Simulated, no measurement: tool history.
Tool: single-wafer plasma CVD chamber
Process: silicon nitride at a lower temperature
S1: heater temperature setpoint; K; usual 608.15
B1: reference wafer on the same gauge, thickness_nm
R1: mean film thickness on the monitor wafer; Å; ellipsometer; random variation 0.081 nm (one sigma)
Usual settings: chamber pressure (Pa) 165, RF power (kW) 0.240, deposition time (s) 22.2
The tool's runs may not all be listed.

run 1 day=0.000 | S1=608.15 chamber_pressure_(Pa)=165 RF_power_(kW)=0.240 deposition_time_(s)=19.2 | B1=22.396 | R1=191.21
run 2 day=0.604 | S1=608.15 chamber_pressure_(Pa)=165 RF_power_(kW)=0.240 deposition_time_(s)=22.2 | B1=22.410 | R1=219.97
run 3 day=1.446 | S1=608.15 chamber_pressure_(Pa)=165 RF_power_(kW)=0.240 deposition_time_(s)=22.2 | B1=22.382 | R1=220.43
run 4 day=2.608 | S1=608.15 chamber_pressure_(Pa)=165 RF_power_(kW)=0.240 deposition_time_(s)=22.2 | B1=22.398 | R1=219.03
run 5 day=3.142 | S1=608.15 chamber_pressure_(Pa)=165 RF_power_(kW)=0.240 deposition_time_(s)=22.2 | B1=22.413 | R1=220.73
-- day=3.496 gauge calibrated
run 6 day=4.396 | S1=608.15 chamber_pressure_(Pa)=165 RF_power_(kW)=0.240 deposition_time_(s)=22.2 | B1=22.413 | R1=219.70
run 7 day=5.500 | S1=608.15 chamber_pressure_(Pa)=165 RF_power_(kW)=0.240 deposition_time_(s)=22.2 | B1=22.400 | R1=222.41
run 8 day=6.208 | S1=608.15 chamber_pressure_(Pa)=165 RF_power_(kW)=0.240 deposition_time_(s)=22.2 | B1=22.397 | R1=220.99
-- day=7.200 showerhead replaced
run 9 day=7.425 | S1=619.15 chamber_pressure_(Pa)=148 RF_power_(kW)=0.240 deposition_time_(s)=19.4 | B1=22.390 | R1=180.98
run 10 day=8.792 | S1=603.15 chamber_pressure_(Pa)=145 RF_power_(kW)=0.215 deposition_time_(s)=26.5 | B1=22.393 | R1=222.22
run 11 day=9.929 | S1=608.15 chamber_pressure_(Pa)=165 RF_power_(kW)=0.240 deposition_time_(s)=22.2 | B1=22.379 | R1=222.82
run 12 day=10.946 | S1=608.15 chamber_pressure_(Pa)=165 RF_power_(kW)=0.240 deposition_time_(s)=24.3 | B1=22.416 | R1=240.23
run 13 day=12.192 | S1=608.15 chamber_pressure_(Pa)=183 RF_power_(kW)=0.275 deposition_time_(s)=24.2 | B1=22.397 | R1=285.09
run 14 day=12.867 | S1=598.15 chamber_pressure_(Pa)=149 RF_power_(kW)=0.285 deposition_time_(s)=25.0 | B1=22.400 | R1=276.51
-- day=13.621 thermocouple changed; heater temperature recalibrated
-- day=14.404 capacitance manometer re-zeroed and calibrated
run 15 day=14.425 | S1=593.15 chamber_pressure_(Pa)=165 RF_power_(kW)=0.220 deposition_time_(s)=22.2 | B1=22.393 | R1=186.08
run 16 day=15.112 | S1=608.15 chamber_pressure_(Pa)=165 RF_power_(kW)=0.240 deposition_time_(s)=19.0 | B1=22.401 | R1=173.15
-- day=15.992 RF generator calibrated
run 17 day=16.346 | S1=608.15 chamber_pressure_(Pa)=165 RF_power_(kW)=0.240 deposition_time_(s)=22.2 | B1=22.420 | R1=203.74
run 18 day=17.671 | S1=608.15 chamber_pressure_(Pa)=185 RF_power_(kW)=0.240 deposition_time_(s)=26.6 | B1=22.408 | R1=258.52

Forecast run 19:
run 19 day=18.296 | S1=594.15 chamber_pressure_(Pa)=176 RF_power_(kW)=0.215 deposition_time_(s)=23.7 | B1=? | R1=?

{"run 19": {"B1": 22.417, "R1": 200.66}}
Without the tool's hidden state the same run would have given R1 212.38 Å.

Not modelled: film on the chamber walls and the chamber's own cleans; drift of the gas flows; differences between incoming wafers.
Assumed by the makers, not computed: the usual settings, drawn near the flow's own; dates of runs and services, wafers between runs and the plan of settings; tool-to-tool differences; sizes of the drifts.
